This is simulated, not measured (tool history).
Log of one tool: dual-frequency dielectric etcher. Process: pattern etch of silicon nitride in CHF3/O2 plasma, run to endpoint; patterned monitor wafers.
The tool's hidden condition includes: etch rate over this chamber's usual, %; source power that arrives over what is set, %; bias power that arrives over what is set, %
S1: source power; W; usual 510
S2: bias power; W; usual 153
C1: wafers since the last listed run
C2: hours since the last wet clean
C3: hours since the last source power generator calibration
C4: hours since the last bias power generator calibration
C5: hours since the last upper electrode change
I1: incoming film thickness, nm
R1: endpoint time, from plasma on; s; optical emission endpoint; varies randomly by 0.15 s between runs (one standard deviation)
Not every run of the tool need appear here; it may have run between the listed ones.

Run 1, hour 0.0: usual settings; C1 0; C2 470.5; C3 2972.7; C4 1996.0; C5 2774.8; I1 65.2. Result: R1 47.7 s.
Run 2, hour 70.7: usual settings; C1 916; C2 541.2; C3 3043.4; C4 2066.7; C5 2845.5; I1 64.8. Result: R1 47.1 s.
At hour 118.0: wet clean of the chamber.
Run 3, hour 118.5: usual settings; C1 308; C2 0.5; C3 3091.2; C4 2114.5; C5 2893.3; I1 64.9. Result: R1 49.0 s.
Run 4, hour 162.4: usual settings but S2 139 W; C1 568; C2 44.4; C3 3135.1; C4 2158.4; C5 2937.2; I1 65.0. Result: R1 49.4 s.
Run 5, hour 209.8: usual settings but S2 139 W; C1 614; C2 91.8; C3 3182.5; C4 2205.8; C5 2984.6; I1 64.4. Result: R1 49.2 s.
Run 6, hour 259.7: usual settings; C1 646; C2 141.7; C3 3232.4; C4 2255.7; C5 3034.5; I1 64.9. Result: R1 48.5 s.
Run 7, hour 299.1: usual settings; C1 510; C2 181.1; C3 3271.8; C4 2295.1; C5 3073.9; I1 65.4. Result: R1 48.8 s.
Run 8, hour 351.3: usual settings but S2 133 W; C1 676; C2 233.3; C3 3324.0; C4 2347.3; C5 3126.1; I1 64.9. Result: R1 49.4 s.
At hour 359.0: source power generator calibrated.
Run 9, hour 382.2: usual settings but S2 133 W; C1 348; C2 264.2; C3 23.2; C4 2378.2; C5 3157.0; I1 65.2. Result: R1 49.1 s.
Run 10, hour 426.0: usual settings but S2 133 W; C1 567; C2 308.0; C3 67.0; C4 2422.0; C5 3200.8; I1 65.2. Result: R1 49.3 s.
At hour 481.5: upper electrode replaced.
Run 11, hour 496.2: usual settings; C1 598; C2 378.2; C3 137.2; C4 2492.2; C5 14.7; I1 65.2. Result: R1 47.8 s.
Run 12, hour 536.1: usual settings; C1 517; C2 418.1; C3 177.1; C4 2532.1; C5 54.6; I1 65.2. Result: R1 47.8 s.
Run 13, hour 571.8: usual settings but S2 124 W; C1 462; C2 453.8; C3 212.8; C4 2567.8; C5 90.3; I1 65.1. Result: R1 49.4 s.
Run 14, hour 597.4: usual settings but S1 560 W, S2 129 W; C1 331; C2 479.4; C3 238.4; C4 2593.4; C5 115.9; I1 65.5. Result: R1 47.2 s.
Run 15, hour 647.7: usual settings but S1 600 W, S2 120 W; C1 651; C2 529.7; C3 288.7; C4 2643.7; C5 166.2; I1 64.6. Result: R1 45.3 s.
At hour 699.7: wet clean of the chamber.
Run 16, hour 701.0: usual settings; C1 379; C2 1.3; C3 342.0; C4 2697.0; C5 219.5; I1 65.5. Result: R1 49.4 s.
Run 17, hour 728.9: usual settings but S2 124 W; C1 361; C2 29.2; C3 369.9; C4 2724.9; C5 247.4; I1 65.6. Result: R1 50.9 s.

Run 18 is up next; what results do you expect?
At hour 736.7: bias power generator calibrated.
Run 18, hour 779.7: usual settings but S1 400 W, S2 122 W; C1 606; C2 80.0; C3 420.7; C4 43.0; C5 298.2; I1 64.9. Result: R1 ?.

{"run 18": {"R1": 56.4}}
Were there no unlogged condition in the tool, this run, its random variation unchanged, would have produced R1 56.7 s.
